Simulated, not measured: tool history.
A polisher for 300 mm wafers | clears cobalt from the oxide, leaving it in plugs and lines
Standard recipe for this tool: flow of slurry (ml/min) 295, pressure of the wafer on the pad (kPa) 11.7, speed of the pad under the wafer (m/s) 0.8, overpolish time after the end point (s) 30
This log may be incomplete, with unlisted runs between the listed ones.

run,hour,flow of slurry (ml/min),pressure of the wafer on the pad (kPa),speed of the pad under the wafer (m/s),overpolish time after the end point (s),wafers since the last listed run,wafers polished on this pad,hours since the slurry nozzle was cleaned,hours since the head pressure was calibrated,"incoming thickness of the incoming film, nm",time until the end point was called (s),dishing of a wide line in a test structure (angstrom)
1,0,295,11.7,0.8,30,0,444,140.9,673.9,199.6,64.2,446
2,83.8,375,11.7,0.8,30,687,1131,224.7,757.7,201.5,61.6,441
# hour 102.1: head pressure recalibrated
3,171.9,375,11.7,0.8,30,706,1838,312.8,69.8,200.6,62.9,432
4,237.4,295,11.7,0.8,30,537,2375,378.3,135.3,198.7,62.6,422
5,311.3,295,11.7,0.8,30,606,2981,452.2,209.2,199.4,67,429
6,406.6,295,11.7,0.8,30,781,3763,547.5,304.5,198.1,67.4,431
# hour 465.4: slurry nozzle cleaned
# hour 474.1: worn pad replaced by a new one
7,508.6,295,11.7,0.8,30,795,283,43.2,406.5,202.3,64,437
8,565.8,295,11.7,0.8,30,469,752,100.4,463.7,199.8,62.3,441
9,624.5,295,11.7,0.8,30,481,1234,159.1,522.4,201.4,63.9,432
10,677.8,295,11.7,0.8,30,437,1671,212.4,575.7,199,63.4,434
11,717.7,295,11.7,0.8,30,327,1998,252.3,615.6,200.2,65.5,428
12,759.7,295,11.7,0.8,30,344,2343,294.3,657.6,199.3,63.3,428
# hour 774.1: head pressure recalibrated
13,828.3,295,11.7,0.8,30,546,2889,362.9,54.2,202.5,66.5,430
14,881.3,295,11.7,0.8,30,434,3324,415.9,107.2,197.8,64.6,435
# hour 989.3: slurry nozzle cleaned
# hour 1053.2: worn pad replaced by a new one
15,1150.6,295,10.3,0.8,30,2168,799,161.3,376.5,198.9,67.9,436
16,1242.3,350,11.7,0.94,44,752,1551,253,468.2,201.9,55.8,499
17,1319.9,295,11.7,1,30,636,2188,330.6,545.8,199.7,50.2,464
# hour 1401.5: head pressure recalibrated
18,1596.8,190,11.7,0.8,38,2255,4443,607.5,195.3,201.3,74.7,442
# hour 1603.7: slurry nozzle cleaned
19,1683.6,225,10.3,0.8,30,703,5147,79.9,282.1,199.1,67.4,406
# hour 1707.7: worn pad replaced by a new one
20,1749.3,295,11.7,0.8,30,506,340,145.6,347.8,197.3,65.1,424
21,1812.4,295,11.7,0.8,30,517,858,208.7,410.9,196,62.6,436
22,1907.1,235,11.7,0.8,30,776,1635,303.4,505.6,201.8,66.5,414
23,1989.5,295,11.7,0.8,18,676,2311,385.8,588,201.3,66.6,330
24,2043.4,295,11.7,0.8,30,442,2753,439.7,641.9,197.1,64.8,429
25,2115.2,225,10.3,0.8,30,589,3342,511.5,713.7,197.5,73.9,405
26,2168.1,295,11.7,0.54,30,434,3776,564.4,766.6,200.3,95.9,349
# hour 2182.4: head pressure recalibrated
27,2232.7,350,11.7,0.98,30,513,4290,629,50.3,198.3,55.9,464
# hour 2262.1: slurry nozzle cleaned
# hour 2283.8: worn pad replaced by a new one
28,2316,200,11.7,0.66,30,642,264,53.9,133.6,199.9,81,389
29,2364.1,295,11.7,0.8,30,394,658,102,181.7,199.7,63.3,440
30,2428,295,11.7,0.8,30,524,1182,165.9,245.6,197.2,64.9,432
31,2495.6,295,11.7,0.8,14,554,1737,233.5,313.2,199.5,63.8,278
32,2563.5,295,11.7,0.88,30,557,2294,301.4,381.1,199,60.9,451
33,2609.2,295,11.7,0.8,30,374,2669,347.1,426.8,201,64.8,440

For each entry between runs, how does the tool's hidden state at the last listed run before it compare with that at the first listed run after it?
From run 2 to run 3: head pressure recalibrated (hour 102.1)
  slurry flow missing at the pad, %: 17.2 -> 22.9
  measured minus no-state result, time until the end point was called (s): +1 -> +1.4; dishing of a wide line in a test structure (angstrom): -3 -> -3
From run 6 to run 7: slurry nozzle cleaned (hour 465.4); worn pad replaced by a new one (hour 474.1)
  slurry flow missing at the pad, %: 38.4 -> 4.66
  measured minus no-state result, time until the end point was called (s): +4.3 -> +0.3; dishing of a wide line in a test structure (angstrom): -11 -> -1
From run 12 to run 13: head pressure recalibrated (hour 774.1)
  slurry flow missing at the pad, %: 21.2 -> 25.7
  measured minus no-state result, time until the end point was called (s): +1.7 -> +2.3; dishing of a wide line in a test structure (angstrom): -5 -> -6
From run 14 to run 15: slurry nozzle cleaned (hour 989.3); worn pad replaced by a new one (hour 1053.2)
  slurry flow missing at the pad, %: 29.2 -> 13.4
  measured minus no-state result, time until the end point was called (s): +2.7 -> +1.1; dishing of a wide line in a test structure (angstrom): -7 -> -3
From run 17 to run 18: head pressure recalibrated (hour 1401.5)
  slurry flow missing at the pad, %: 24.6 -> 42.8
  measured minus no-state result, time until the end point was called (s): +1.6 -> +8.9; dishing of a wide line in a test structure (angstrom): -5 -> -18
From run 18 to run 19: slurry nozzle cleaned (hour 1603.7)
  slurry flow missing at the pad, %: 42.8 -> 13.4
  measured minus no-state result, time until the end point was called (s): +8.9 -> +1.4; dishing of a wide line in a test structure (angstrom): -18 -> -4
From run 19 to run 20: worn pad replaced by a new one (hour 1707.7)
  slurry flow missing at the pad, %: 13.4 -> 17.7
  measured minus no-state result, time until the end point was called (s): +1.4 -> +1.4; dishing of a wide line in a test structure (angstrom): -4 -> -4
From run 26 to run 27: head pressure recalibrated (hour 2182.4)
  slurry flow missing at the pad, %: 45.2 -> 49.5
  measured minus no-state result, time until the end point was called (s): +8.1 -> +4.8; dishing of a wide line in a test structure (angstrom): -17 -> -13
From run 27 to run 28: slurry nozzle cleaned (hour 2262.1); worn pad replaced by a new one (hour 2283.8)
  slurry flow missing at the pad, %: 49.5 -> 9.14
  measured minus no-state result, time until the end point was called (s): +4.8 -> +1.2; dishing of a wide line in a test structure (angstrom): -13 -> -2
